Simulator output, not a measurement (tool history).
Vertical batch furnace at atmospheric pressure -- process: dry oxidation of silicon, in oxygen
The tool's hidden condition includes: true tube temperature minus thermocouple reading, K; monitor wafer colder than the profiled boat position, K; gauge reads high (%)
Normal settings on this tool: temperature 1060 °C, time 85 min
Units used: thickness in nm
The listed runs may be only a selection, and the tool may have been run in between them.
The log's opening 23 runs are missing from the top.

run    hour  temperature   time  wafers since the last listed run  hours since the last temperature calibration  hours since the boat lift was adjusted  hours since the gauge calibration  read-back reference wafer on the same gauge, thickness  thickness
 24   756.5         1039  109.5                               170                                         391.9                                   340.5                              183.4                                                  124.96     111.91
 25   777.1         1051  116.5                               260                                         412.5                                   361.1                                204                                                     125     128.62
 26   797.1         1082  121.5                               253                                         432.5                                   381.1                                224                                                  124.94      165.8
 27   818.7         1046  111.5                               273                                         454.1                                   402.7                              245.6                                                  124.93     119.87
 28   854.5         1042     85                               453                                         489.9                                   438.5                              281.4                                                  125.07       97.4
 29   890.5         1060     85                               455                                         525.9                                   474.5                              317.4                                                     125     112.74
 30   916.6         1066    122                               330                                           552                                   500.6                              343.5                                                  125.01      147.9
 31   934.3         1035  126.5                               224                                         569.7                                   518.3                              361.2                                                  124.95      118.9
 32   957.3         1080    126                               291                                         592.7                                   541.3                              384.2                                                  124.93      166.2
 33   988.4         1051   65.5                               393                                         623.8                                   572.4                              415.3                                                  124.97      88.95
 34  1008.8         1051   72.5                               258                                         644.2                                   592.8                              435.7                                                  124.97      95.36
 35  1034.6         1050     85                               326                                           670                                   618.6                              461.5                                                     125     104.01
 36  1055.3         1084     85                               261                                         690.7                                   639.3                              482.2                                                  124.98     134.06
 37  1077.2         1069  115.5                               277                                         712.6                                   661.2                              504.1                                                  125.05     146.46
 38  1095.4         1048  120.5                               230                                         730.8                                   679.4                              522.3                                                  124.99     127.38

Below are 5 alternative next runs, each starting from the tool's condition after run 38. Predict each:
  A  1101.6         1060    85                                78                                           737                                   685.6                              528.5                                                       ?          ?
  B  1101.6         1043   105                                78                                           737                                   685.6                              528.5                                                       ?          ?
  C  1101.6         1050  70.5                                78                                           737                                   685.6                              528.5                                                       ?          ?
  D  1101.6         1060  67.5                                78                                           737                                   685.6                              528.5                                                       ?          ?
  E  1101.6         1067  58.5                                78                                           737                                   685.6                              528.5                                                       ?          ?

run  read-back reference wafer on the same gauge, thickness  thickness
  A                                                  125.01      112.2
  B                                                  125.01     112.21
  C                                                  125.01      92.13
  D                                                  125.01      97.07
  E                                                  125.01      93.78
With no hidden state in the tool, these same runs would have given:
run  thickness
  A     112.36
  B     112.38
  C      92.27
  D      97.22
  E      93.92
